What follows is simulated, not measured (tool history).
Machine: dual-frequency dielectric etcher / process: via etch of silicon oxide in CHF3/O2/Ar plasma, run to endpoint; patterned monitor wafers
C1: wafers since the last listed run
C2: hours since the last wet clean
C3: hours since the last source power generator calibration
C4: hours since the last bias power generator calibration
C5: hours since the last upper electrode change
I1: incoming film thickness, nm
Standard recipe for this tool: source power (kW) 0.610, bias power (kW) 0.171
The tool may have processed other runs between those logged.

run 1 hour=0.0 | source_power_(kW)=0.610 bias_power_(kW)=0.171 | C1=0 C2=157.4 C3=3002.9 C4=1367.8 C5=2375.1 | I1=688.5 | endpoint_time_(s)=312.6
run 2 hour=94.3 | source_power_(kW)=0.640 bias_power_(kW)=0.183 | C1=545 C2=251.7 C3=3097.2 C4=1462.1 C5=2469.4 | I1=692.2 | endpoint_time_(s)=307.2
run 3 hour=145.0 | source_power_(kW)=0.640 bias_power_(kW)=0.183 | C1=293 C2=302.4 C3=3147.9 C4=1512.8 C5=2520.1 | I1=690.1 | endpoint_time_(s)=305.3
run 4 hour=210.4 | source_power_(kW)=0.640 bias_power_(kW)=0.183 | C1=378 C2=367.8 C3=3213.3 C4=1578.2 C5=2585.5 | I1=696.2 | endpoint_time_(s)=313.9
run 5 hour=367.0 | source_power_(kW)=0.610 bias_power_(kW)=0.149 | C1=905 C2=524.4 C3=3369.9 C4=1734.8 C5=2742.1 | I1=698.0 | endpoint_time_(s)=342.9
-- hour=543.1 wet clean of the chamber
run 6 hour=634.2 | source_power_(kW)=0.610 bias_power_(kW)=0.149 | C1=1406 C2=91.1 C3=3637.1 C4=2002.0 C5=3009.3 | I1=688.4 | endpoint_time_(s)=326.4
run 7 hour=704.6 | source_power_(kW)=0.610 bias_power_(kW)=0.171 | C1=407 C2=161.5 C3=3707.5 C4=2072.4 C5=3079.7 | I1=691.0 | endpoint_time_(s)=310.7
run 8 hour=802.9 | source_power_(kW)=0.610 bias_power_(kW)=0.171 | C1=568 C2=259.8 C3=3805.8 C4=2170.7 C5=3178.0 | I1=687.7 | endpoint_time_(s)=317.6
-- hour=929.6 source power generator calibrated
run 9 hour=1120.7 | source_power_(kW)=0.610 bias_power_(kW)=0.171 | C1=1815 C2=577.6 C3=191.1 C4=2488.5 C5=3495.8 | I1=689.7 | endpoint_time_(s)=325.0
run 10 hour=1158.3 | source_power_(kW)=0.610 bias_power_(kW)=0.171 | C1=217 C2=615.2 C3=228.7 C4=2526.1 C5=3533.4 | I1=687.2 | endpoint_time_(s)=322.2
run 11 hour=1200.9 | source_power_(kW)=0.610 bias_power_(kW)=0.171 | C1=246 C2=657.8 C3=271.3 C4=2568.7 C5=3576.0 | I1=688.0 | endpoint_time_(s)=325.5
-- hour=1255.1 upper electrode replaced
run 12 hour=1264.8 | source_power_(kW)=0.490 bias_power_(kW)=0.153 | C1=230 C2=721.7 C3=335.2 C4=2632.6 C5=9.7 | I1=689.7 | endpoint_time_(s)=381.9
run 13 hour=1343.2 | source_power_(kW)=0.610 bias_power_(kW)=0.171 | C1=453 C2=800.1 C3=413.6 C4=2711.0 C5=88.1 | I1=688.4 | endpoint_time_(s)=324.3
-- hour=1423.3 wet clean of the chamber
run 14 hour=1428.4 | source_power_(kW)=0.610 bias_power_(kW)=0.171 | C1=354 C2=5.1 C3=498.8 C4=2796.2 C5=173.3 | I1=686.8 | endpoint_time_(s)=312.8
run 15 hour=1535.7 | source_power_(kW)=0.710 bias_power_(kW)=0.171 | C1=620 C2=112.4 C3=606.1 C4=2903.5 C5=280.6 | I1=694.3 | endpoint_time_(s)=298.1
run 16 hour=1594.6 | source_power_(kW)=0.750 bias_power_(kW)=0.212 | C1=340 C2=171.3 C3=665.0 C4=2962.4 C5=339.5 | I1=693.7 | endpoint_time_(s)=262.9
run 17 hour=1662.8 | source_power_(kW)=0.520 bias_power_(kW)=0.195 | C1=394 C2=239.5 C3=733.2 C4=3030.6 C5=407.7 | I1=686.6 | endpoint_time_(s)=331.1
run 18 hour=1762.6 | source_power_(kW)=0.730 bias_power_(kW)=0.157 | C1=577 C2=339.3 C3=833.0 C4=3130.4 C5=507.5 | I1=680.4 | endpoint_time_(s)=299.8
run 19 hour=1834.4 | source_power_(kW)=0.610 bias_power_(kW)=0.171 | C1=415 C2=411.1 C3=904.8 C4=3202.2 C5=579.3 | I1=693.7 | endpoint_time_(s)=322.1
run 20 hour=1941.2 | source_power_(kW)=0.530 bias_power_(kW)=0.190 | C1=617 C2=517.9 C3=1011.6 C4=3309.0 C5=686.1 | I1=688.3 | endpoint_time_(s)=338.0
run 21 hour=2015.8 | source_power_(kW)=0.660 bias_power_(kW)=0.201 | C1=431 C2=592.5 C3=1086.2 C4=3383.6 C5=760.7 | I1=696.0 | endpoint_time_(s)=296.2
-- hour=2072.5 bias power generator calibrated
run 22 hour=2079.1 | source_power_(kW)=0.670 bias_power_(kW)=0.171 | C1=343 C2=655.8 C3=1149.5 C4=6.6 C5=824.0 | I1=684.1 | endpoint_time_(s)=310.7
-- hour=2128.6 wet clean of the chamber
run 23 hour=2177.1 | source_power_(kW)=0.610 bias_power_(kW)=0.171 | C1=428 C2=48.5 C3=1247.5 C4=104.6 C5=922.0 | I1=689.3 | endpoint_time_(s)=314.4
run 24 hour=2233.7 | source_power_(kW)=0.670 bias_power_(kW)=0.128 | C1=327 C2=105.1 C3=1304.1 C4=161.2 C5=978.6 | I1=694.9 | endpoint_time_(s)=339.7
run 25 hour=2338.2 | source_power_(kW)=0.730 bias_power_(kW)=0.131 | C1=604 C2=209.6 C3=1408.6 C4=265.7 C5=1083.1 | I1=690.7 | endpoint_time_(s)=315.3
run 26 hour=2419.0 | source_power_(kW)=0.610 bias_power_(kW)=0.129 | C1=467 C2=290.4 C3=1489.4 C4=346.5 C5=1163.9 | I1=684.8 | endpoint_time_(s)=347.8
run 27 hour=2499.7 | source_power_(kW)=0.610 bias_power_(kW)=0.187 | C1=466 C2=371.1 C3=1570.1 C4=427.2 C5=1244.6 | I1=693.2 | endpoint_time_(s)=307.7
run 28 hour=2605.8 | source_power_(kW)=0.650 bias_power_(kW)=0.171 | C1=613 C2=477.2 C3=1676.2 C4=533.3 C5=1350.7 | I1=686.6 | endpoint_time_(s)=308.5
run 29 hour=2683.0 | source_power_(kW)=0.670 bias_power_(kW)=0.128 | C1=446 C2=554.4 C3=1753.4 C4=610.5 C5=1427.9 | I1=689.4 | endpoint_time_(s)=341.3
run 30 hour=2758.4 | source_power_(kW)=0.610 bias_power_(kW)=0.202 | C1=436 C2=629.8 C3=1828.8 C4=685.9 C5=1503.3 | I1=690.5 | endpoint_time_(s)=306.3
run 31 hour=2817.0 | source_power_(kW)=0.610 bias_power_(kW)=0.133 | C1=339 C2=688.4 C3=1887.4 C4=744.5 C5=1561.9 | I1=686.2 | endpoint_time_(s)=356.2
run 32 hour=2871.1 | source_power_(kW)=0.680 bias_power_(kW)=0.209 | C1=312 C2=742.5 C3=1941.5 C4=798.6 C5=1616.0 | I1=683.6 | endpoint_time_(s)=288.4
-- hour=2930.4 wet clean of the chamber
run 33 hour=2965.5 | source_power_(kW)=0.610 bias_power_(kW)=0.147 | C1=407 C2=35.1 C3=2035.9 C4=893.0 C5=1710.4 | I1=684.2 | endpoint_time_(s)=330.1
run 34 hour=3069.0 | source_power_(kW)=0.560 bias_power_(kW)=0.143 | C1=598 C2=138.6 C3=2139.4 C4=996.5 C5=1813.9 | I1=691.0 | endpoint_time_(s)=358.0
run 35 hour=3116.8 | source_power_(kW)=0.760 bias_power_(kW)=0.209 | C1=276 C2=186.4 C3=2187.2 C4=1044.3 C5=1861.7 | I1=686.6 | endpoint_time_(s)=263.6

Each row is a separate what-if for the run after 35, all from the same tool condition, not one after another. Results?
run A hour=3117.3 | source_power_(kW)=0.610 bias_power_(kW)=0.204 | C1=2 C2=186.9 C3=2187.7 C4=1044.8 C5=1862.2 | I1=687.3 | endpoint_time_(s)=?
run B hour=3117.3 | source_power_(kW)=0.520 bias_power_(kW)=0.171 | C1=2 C2=186.9 C3=2187.7 C4=1044.8 C5=1862.2 | I1=687.3 | endpoint_time_(s)=?
run C hour=3117.3 | source_power_(kW)=0.490 bias_power_(kW)=0.133 | C1=2 C2=186.9 C3=2187.7 C4=1044.8 C5=1862.2 | I1=687.3 | endpoint_time_(s)=?
run D hour=3117.3 | source_power_(kW)=0.560 bias_power_(kW)=0.145 | C1=2 C2=186.9 C3=2187.7 C4=1044.8 C5=1862.2 | I1=687.3 | endpoint_time_(s)=?

run=A endpoint_time_(s)=295.3
run=B endpoint_time_(s)=343.0
run=C endpoint_time_(s)=388.9
run=D endpoint_time_(s)=350.1
Without the tool's hidden state the same runs would have given:
run=A endpoint_time_(s)=291.7
run=B endpoint_time_(s)=338.9
run=C endpoint_time_(s)=384.2
run=D endpoint_time_(s)=345.9
